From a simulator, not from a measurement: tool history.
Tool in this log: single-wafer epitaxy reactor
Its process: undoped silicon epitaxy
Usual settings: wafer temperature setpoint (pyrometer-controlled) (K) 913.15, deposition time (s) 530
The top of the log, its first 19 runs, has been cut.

| run | hour | wafer temperature setpoint (pyrometer-controlled) (K) | deposition time (s) | wafers since the last listed run | hours since the last pyrometer calibration | hours since the gauge calibration | read-back reference wafer on the same gauge, thickness_nm | mean film thickness on the monitor wafer (Å) |
|---|---|---|---|---|---|---|---|---|
|  | 1227.5 | gauge calibrated |
| 20 | 1265.4 | 913.15 | 586 | 207 | 143.0 | 37.9 | 85.380 | 794.97 |
| 21 | 1358.3 | 913.15 | 439 | 269 | 235.9 | 130.8 | 85.399 | 591.54 |
| 22 | 1422.3 | 913.15 | 530 | 185 | 299.9 | 194.8 | 85.414 | 710.01 |
| 23 | 1485.1 | 908.15 | 605 | 182 | 362.7 | 257.6 | 85.397 | 726.59 |
| 24 | 1555.4 | 913.15 | 460 | 204 | 433.0 | 327.9 | 85.478 | 611.99 |
| 25 | 1611.1 | 919.15 | 585 | 161 | 488.7 | 383.6 | 85.413 | 878.71 |
| 26 | 1683.6 | 924.15 | 607 | 210 | 561.2 | 456.1 | 85.339 | 995.91 |
| 27 | 1760.9 | 913.15 | 530 | 224 | 638.5 | 533.4 | 85.366 | 707.75 |
| 28 | 1861.2 | 909.15 | 464 | 291 | 738.8 | 633.7 | 85.383 | 565.45 |
| 29 | 1946.1 | 918.15 | 619 | 246 | 823.7 | 718.6 | 85.469 | 901.39 |
| 30 | 2027.1 | 906.15 | 462 | 235 | 904.7 | 799.6 | 85.446 | 529.76 |
| 31 | 2079.4 | 906.15 | 530 | 151 | 957.0 | 851.9 | 85.470 | 607.88 |
| 32 | 2376.9 | 906.15 | 631 | 863 | 1254.5 | 1149.4 | 85.311 | 707.06 |
| 33 | 2422.2 | 920.15 | 609 | 131 | 1299.8 | 1194.7 | 85.455 | 911.79 |
| 34 | 2460.8 | 907.15 | 530 | 112 | 1338.4 | 1233.3 | 85.440 | 609.72 |
|  | 2516.1 | pyrometer calibrated |
| 35 | 2528.1 | 922.15 | 576 | 172 | 12.0 | 1300.6 | 85.329 | 931.30 |

The next listed run, before its measurement:
| 36 | 2601.8 | 919.15 | 634 | 213 | 85.7 | 1374.3 | ? | ? |

read-back reference wafer on the same gauge, thickness_nm: 85.382
mean film thickness on the monitor wafer (Å): 965.79
Were there no unlogged condition in the tool, this run, its random variation unchanged, would have produced mean film thickness on the monitor wafer (Å) 966.49.

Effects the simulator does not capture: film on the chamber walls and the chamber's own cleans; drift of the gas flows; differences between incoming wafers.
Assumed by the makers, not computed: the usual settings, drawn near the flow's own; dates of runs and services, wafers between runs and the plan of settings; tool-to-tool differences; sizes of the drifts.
